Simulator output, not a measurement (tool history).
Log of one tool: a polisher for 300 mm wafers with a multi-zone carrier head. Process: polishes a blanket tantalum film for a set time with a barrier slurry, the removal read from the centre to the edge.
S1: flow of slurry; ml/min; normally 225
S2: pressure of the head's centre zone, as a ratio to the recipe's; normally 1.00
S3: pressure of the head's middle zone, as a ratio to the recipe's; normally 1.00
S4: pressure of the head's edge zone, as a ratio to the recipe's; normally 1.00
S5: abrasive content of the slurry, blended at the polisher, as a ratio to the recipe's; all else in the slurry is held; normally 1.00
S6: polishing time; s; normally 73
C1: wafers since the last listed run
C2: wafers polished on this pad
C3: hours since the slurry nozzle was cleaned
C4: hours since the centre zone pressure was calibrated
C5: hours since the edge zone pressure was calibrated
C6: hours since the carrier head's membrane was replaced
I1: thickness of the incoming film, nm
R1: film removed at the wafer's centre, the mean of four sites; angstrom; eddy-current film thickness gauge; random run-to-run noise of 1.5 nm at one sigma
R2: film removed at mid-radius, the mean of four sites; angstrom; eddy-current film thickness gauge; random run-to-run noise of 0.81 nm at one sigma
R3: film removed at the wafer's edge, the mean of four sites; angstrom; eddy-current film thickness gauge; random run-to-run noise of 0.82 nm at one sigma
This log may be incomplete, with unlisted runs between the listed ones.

run    hour   S1    S2    S3    S4    S5  S6    C1    C2     C3     C4     C5      C6     I1    R1    R2    R3
  1     0.0  225  1.00  1.00  1.00  1.00  73     0  2279  761.4  913.3   87.3   964.3  312.5   911   903   891
       16.8  -- centre zone pressure recalibrated
       26.4  -- slurry nozzle cleaned
  2    65.3  225  1.00  1.00  1.00  1.00  73   668  2947   38.9   48.5  152.6  1029.6  316.3   967   928   927
      168.0  -- worn pad replaced by a new one
  3   171.2  225  1.00  1.00  1.00  1.00  73  1093    34  144.8  154.4  258.5  1135.5  308.5  1070  1036  1031
  4   238.9  225  0.97  1.04  1.00  1.00  73   726   761  212.5  222.1  326.2  1203.2  307.9   953  1040   981
  5   317.8  225  1.00  1.00  1.00  1.00  73   846  1608  291.4  301.0  405.1  1282.1  312.8   974   967   930
  6   354.6  195  1.00  1.00  1.00  1.25  73   394  2003  328.2  337.8  441.9  1318.9  311.0   986   985   969
  7   432.5  225  1.00  1.05  0.91  1.00  73   836  2839  406.1  415.7  519.8  1396.8  308.1   928   952   868
  8   525.1  225  1.00  1.00  1.00  1.00  73   993  3832  498.7  508.3  612.4  1489.4  307.2   909   909   901
  9   610.2  225  1.00  1.00  1.00  1.00  73   913  4746  583.8  593.4  697.5  1574.5  304.9   886   893   891
      624.4  -- worn pad replaced by a new one
 10   665.1  225  0.93  1.08  0.96  0.85  73   546   436  638.7  648.3  752.4  1629.4  309.1   879  1004   922
      756.8  -- carrier head's membrane replaced by a new one
 11   757.3  225  1.00  1.00  1.00  1.00  73   935  1372  730.9  740.5  844.6     0.5  311.1   938   950   942
      769.8  -- edge zone pressure recalibrated
      779.4  -- centre zone pressure recalibrated
 12   798.9  225  1.00  1.00  1.00  1.00  73   403  1776  772.5   19.5   29.1    42.1  313.5   926   929   921
 13   852.6  250  1.00  0.97  1.00  1.00  50   576  2352  826.2   73.2   82.8    95.8  314.4   626   610   626
 14   907.4  290  1.03  1.00  1.00  0.90  48   588  2940  881.0  128.0  137.6   150.6  312.9   603   581   588
      926.0  -- slurry nozzle cleaned
 15   949.6  225  0.91  0.90  1.09  1.00  73   442  3382   23.6  170.2  179.8   192.8  309.0   856   867   968
 16  1045.7  225  1.00  1.00  1.00  1.20  73  1031  4414  119.7  266.3  275.9   288.9  309.4   969   971   956
     1079.6  -- worn pad replaced by a new one
 17  1138.3  265  1.00  1.00  1.00  1.00  58   950   630  212.3  358.9  368.5   381.5  311.0   814   805   786
 18  1210.2  250  0.89  1.00  0.93  1.00  52   771  1401  284.2  430.8  440.4   453.4  308.7   605   686   661
 19  1251.0  275  1.04  1.00  1.00  1.00  73   437  1839  325.0  471.6  481.2   494.2  308.9   993   974   949
 20  1296.7  225  1.00  1.00  1.00  1.00  73   490  2330  370.7  517.3  526.9   539.9  311.3   944   927   925

Each row is a separate what-if for the run after 20, all from the same tool condition, not one after another. Results?
  A  1297.1  225  1.00  1.00  1.00  1.00  73   4  2334  371.1  517.7  527.3  540.3  311.1   ?   ?   ?
  B  1297.1  225  0.92  1.00  1.03  1.00  73   4  2334  371.1  517.7  527.3  540.3  311.1   ?   ?   ?
  C  1297.1  225  1.00  0.96  0.90  0.80  54   4  2334  371.1  517.7  527.3  540.3  311.1   ?   ?   ?
  D  1297.1  225  0.89  1.00  1.08  1.00  73   4  2334  371.1  517.7  527.3  540.3  311.1   ?   ?   ?
  E  1297.1  270  1.00  1.00  1.00  1.00  86   4  2334  371.1  517.7  527.3  540.3  311.1   ?   ?   ?

run    R1    R2    R3
  A   927   940   918
  B   853   940   931
  C   641   628   604
  D   825   940   953
  E  1116  1129  1097
With the hidden condition removed and each run's random variation left untouched, the same runs would have given:
run    R1    R2    R3
  A  1058  1069  1040
  B   973  1070  1055
  C   731   714   684
  D   941  1070  1080
  E  1270  1281  1240
